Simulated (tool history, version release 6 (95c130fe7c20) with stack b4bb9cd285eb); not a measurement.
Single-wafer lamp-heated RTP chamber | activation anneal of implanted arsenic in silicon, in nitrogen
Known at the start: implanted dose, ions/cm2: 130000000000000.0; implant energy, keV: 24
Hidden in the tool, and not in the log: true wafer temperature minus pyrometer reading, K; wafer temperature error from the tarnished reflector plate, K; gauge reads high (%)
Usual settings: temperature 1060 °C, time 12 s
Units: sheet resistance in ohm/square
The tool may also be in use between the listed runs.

run   hour  temperature  time  wafers since the last listed run  wafers since the last pyrometer calibration  wafers since the reflector plate was cleaned  hours since the gauge calibration  read-back reference wafer on the same gauge, sheet resistance  sheet resistance
  1    0.0         1060    17                                 0                                         3912                                          2045                              179.1                                                         566.17            529.73
  2   12.2         1060    17                               199                                         4111                                          2245                              191.3                                                         565.95            529.74
  3   30.3         1060    17                               295                                         4407                                          2541                              209.4                                                         566.16            531.68
      44.7  -- reflector plate cleaned
  4   47.9         1060    12                               156                                         4564                                            51                              227.0                                                         566.17            532.13
  5   66.9         1060    12                               310                                         4875                                           362                              246.0                                                         565.92            532.33
  6  102.2         1060    14                               577                                         5452                                           939                              281.3                                                         566.30            529.35
  7  131.4         1060    14                               477                                         5929                                          1416                              310.5                                                         566.04            530.77
     132.1  -- gauge calibrated
  8  163.9         1044    12                               531                                         6460                                          1948                               31.8                                                         566.16            533.80
     173.9  -- pyrometer window cleaned and pyrometer calibrated
  9  176.5         1078    17                                75                                           42                                          2023                               44.4                                                         565.96            525.47
 10  202.8         1032     9                               429                                          472                                          2453                               70.7                                                         566.25            537.25
     225.1  -- reflector plate cleaned
 11  238.4         1060    15                               451                                          923                                           216                              106.3                                                         566.03            529.69
 12  258.3         1060    12                               325                                         1248                                           542                              126.2                                                         566.11            533.02
 13  276.7         1060    18                               300                                         1549                                           842                              144.6                                                         566.11            528.83
 14  302.0         1060     9                               413                                         1963                                          1256                              169.9                                                         566.04            533.39

5 ways to go on from here, each from the tool as it stands after run 14. What would each give?
  A  302.4         1060    12                                 6                                         1969                                          1263                              170.3                                                              ?                 ?
  B  302.4         1079    14                                 6                                         1969                                          1263                              170.3                                                              ?                 ?
  C  302.4         1044    19                                 6                                         1969                                          1263                              170.3                                                              ?                 ?
  D  302.4         1082     8                                 6                                         1969                                          1263                              170.3                                                              ?                 ?
  E  302.4         1042    10                                 6                                         1969                                          1263                              170.3                                                              ?                 ?

run  read-back reference wafer on the same gauge, sheet resistance  sheet resistance
  A                                                         565.87            532.67
  B                                                         565.87            528.15
  C                                                         565.87            531.93
  D                                                         565.87            532.20
  E                                                         565.87            535.86
Without the tool's hidden state the same runs would have given:
run  sheet resistance
  A            532.67
  B            528.15
  C            531.93
  D            532.20
  E            535.86
